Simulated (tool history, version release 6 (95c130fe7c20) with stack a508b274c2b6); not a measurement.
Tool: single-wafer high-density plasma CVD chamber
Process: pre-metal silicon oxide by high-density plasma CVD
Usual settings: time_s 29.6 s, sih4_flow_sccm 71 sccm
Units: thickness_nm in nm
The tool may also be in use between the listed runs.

run	hour	time_s	sih4_flow_sccm	read-back reference wafer on the same gauge, thickness_nm	thickness_nm
1	0	29.6	71	158.97	205.41
2	12.2	29.6	78	158.864	224.369
3	29.9	29.6	78	158.972	225.222
4	41.6	29.6	81	159.014	233.771
5	58.8	29.6	81	159.043	232.744
6	70.7	29.6	81	159.029	232.699
7	85.1	29.6	71	159.031	205.239
8	101	29.6	71	159.068	205.438
9	111.4	29.6	71	159.032	205.862
10	121.8	29.6	74	159.024	213.501
11	130.8	29.6	74	159.002	214.996
12	141.1	29.6	74	158.897	214.561
13	147.6	31.2	71	158.973	217.217
14	156.5	31.2	71	158.951	217.467
15	170.9	29.6	71	158.948	205.762
16	183.7	29.6	71	159.055	205.393
17	192.9	25.4	62	159.013	155.929
18	201.4	29.6	71	159.062	205.257
19	217.6	32.7	71	159.034	228.227
20	228.1	29.6	71	159.009	206.672
21	277	29.6	71	158.986	205.847
22	289.3	29.6	71	159.031	206.358
23	296.1	27.2	71	159.058	190.092
24	312.5	32	61	158.971	193.178
25	329.4	31.6	82	158.986	251.652
26	341.7	27	58	159.06	156.035
27	359.3	24.6	61	159.024	148.962
28	367.4	27.6	80	158.972	214.288
29	376.7	29.6	57	159.073	168.187
30	389.9	29.6	71	159.006	206.648
31	397.5	32.3	63	158.951	200.848
32	412.9	25.2	64	158.964	159.529
33	429.8	26.9	63	159.102	167.986
# hour 444.3: gauge calibrated
# hour 445.6: silane flow controller replaced
34	446.1	29.6	71	159.031	195.841
35	449.5	29.6	71	159.052	195.732
36	460	29.6	79	159.005	216.745
37	513.4	27.6	80	159.026	204.691
38	530	33.9	63	159.045	201.627
39	542.5	31.9	60	159.084	182.003
40	549.2	34.1	71	158.922	226.98
41	558.7	34.2	82	159.032	261.435
42	570.3	25.5	71	158.979	169.353
43	584.8	25.7	67	159.055	162.007
44	602.5	27.3	61	159.017	158.232
45	609.3	31.2	77	158.952	224.533
46	625.7	29.6	71	158.981	197.375

5 ways to go on from here, each from the tool as it stands after run 46. What would each give?
A	626.1	29.6	71	?	?
B	626.1	29.6	80	?	?
C	626.1	32.2	59	?	?
D	626.1	35.1	60	?	?
E	626.1	31.6	79	?	?

run	read-back reference wafer on the same gauge, thickness_nm	thickness_nm
A	158.927	197.378
B	158.927	220.636
C	158.927	180.98
D	158.927	200.344
E	158.927	232.785
Without the tool's hidden state the same runs would have given:
run	thickness_nm
A	195.186
B	218.186
C	178.971
D	198.12
E	230.2
